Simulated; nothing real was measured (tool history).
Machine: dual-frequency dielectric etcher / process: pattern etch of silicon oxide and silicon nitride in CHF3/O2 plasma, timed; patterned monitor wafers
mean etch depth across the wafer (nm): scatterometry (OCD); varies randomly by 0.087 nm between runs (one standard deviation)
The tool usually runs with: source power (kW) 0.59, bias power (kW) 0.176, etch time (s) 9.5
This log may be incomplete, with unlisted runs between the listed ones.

run,hour,source power (kW),bias power (kW),etch time (s),wafers since the last listed run,hours since the last wet clean,hours since the last source power generator calibration,hours since the last bias power generator calibration,hours since the last upper electrode change,hours since the gauge calibration,"read-back reference wafer on the same gauge, depth_nm",mean etch depth across the wafer (nm)
1,0,0.59,0.176,9.5,0,238.2,4839.3,5451.4,2393.4,210.5,15.27,15.41
2,13.2,0.59,0.191,9.5,191,251.4,4852.5,5464.6,2406.6,223.7,15.31,15.67
3,29,0.59,0.191,9.5,229,267.2,4868.3,5480.4,2422.4,239.5,15.29,15.58
4,37.6,0.59,0.152,10,125,275.8,4876.9,5489,2431,248.1,15.29,15.58
5,53.8,0.59,0.152,10,235,292,4893.1,5505.2,2447.2,264.3,15.29,15.65
6,71,0.59,0.176,9.5,250,309.2,4910.3,5522.4,2464.4,281.5,15.31,15.33
7,79.7,0.59,0.176,9.5,126,317.9,4919,5531.1,2473.1,290.2,15.34,15.46
8,88.3,0.59,0.176,9.5,125,326.5,4927.6,5539.7,2481.7,298.8,15.3,15.48
9,104.3,0.59,0.176,9.5,232,342.5,4943.6,5555.7,2497.7,314.8,15.34,15.54
# hour 108.4: bias power generator calibrated
10,118.3,0.66,0.176,9.5,145,356.5,4957.6,9.9,2511.7,328.8,15.29,16.12
11,134.6,0.66,0.176,9.5,237,372.8,4973.9,26.2,2528,345.1,15.29,16.06
# hour 159.2: wet clean of the chamber
12,159.7,0.66,0.176,9.5,15,0.5,4999,51.3,2553.1,370.2,15.31,15.34
13,160,0.64,0.176,9.5,4,0.8,4999.3,51.6,2553.4,370.5,15.28,15.14
# hour 188.5: gauge calibrated
# hour 192.3: upper electrode replaced, of another model than before
14,192.8,0.64,0.176,9.5,127,33.6,5032.1,84.4,0.5,4.3,15.31,15.21
15,193.1,0.59,0.176,9.5,4,33.9,5032.4,84.7,0.8,4.6,15.33,15.06
16,193.4,0.65,0.176,9.5,4,34.2,5032.7,85,1.1,4.9,15.3,15.32
17,194.5,0.63,0.16,6.5,15,35.3,5033.8,86.1,2.2,6,15.25,10.02
# hour 205: source power generator calibrated
18,205.5,0.59,0.193,10.5,101,46.3,0.5,97.1,13.2,17,15.31,17.09
19,219.9,0.59,0.176,9.5,209,60.7,14.9,111.5,27.6,31.4,15.27,15.09
20,230.5,0.69,0.176,9.5,154,71.3,25.5,122.1,38.2,42,15.33,15.54
21,247.1,0.51,0.176,9.5,241,87.9,42.1,138.7,54.8,58.6,15.29,14.81
22,260.2,0.59,0.176,8,190,101,55.2,151.8,67.9,71.7,15.28,12.71
23,277.4,0.54,0.156,9.5,250,118.2,72.4,169,85.1,88.9,15.28,14.44
24,292.9,0.59,0.2,12,225,133.7,87.9,184.5,100.6,104.4,15.25,19.8
25,302.4,0.52,0.176,9.5,138,143.2,97.4,194,110.1,113.9,15.31,14.92
26,312.4,0.59,0.204,12,145,153.2,107.4,204,120.1,123.9,15.3,20.19
27,322.3,0.59,0.176,9.5,143,163.1,117.3,213.9,130,133.8,15.26,15.32
28,328.6,0.59,0.176,9.5,91,169.4,123.6,220.2,136.3,140.1,15.3,15.18
29,338.1,0.65,0.176,11,138,178.9,133.1,229.7,145.8,149.6,15.32,17.85
30,346.4,0.51,0.212,7.5,120,187.2,141.4,238,154.1,157.9,15.29,12.49

Exercise: give the hidden state of the tool at every run:
source power that arrives over what is set, %: 0, the same for each run
bias power that arrives over what is set, %: 0, the same for each run
gauge reads high (%): 0, the same for each run
H1: etch rate over this chamber's usual, %
run,H1
1,2.88
2,3.04
3,3.24
4,3.35
5,3.55
6,3.77
7,3.88
8,3.99
9,4.19
10,4.37
11,4.57
12,0.413
13,0.417
14,0.83
15,0.833
16,0.837
17,0.851
18,0.989
19,1.17
20,1.3
21,1.51
22,1.68
23,1.89
24,2.09
25,2.21
26,2.34
27,2.46
28,2.54
29,2.66
30,2.76
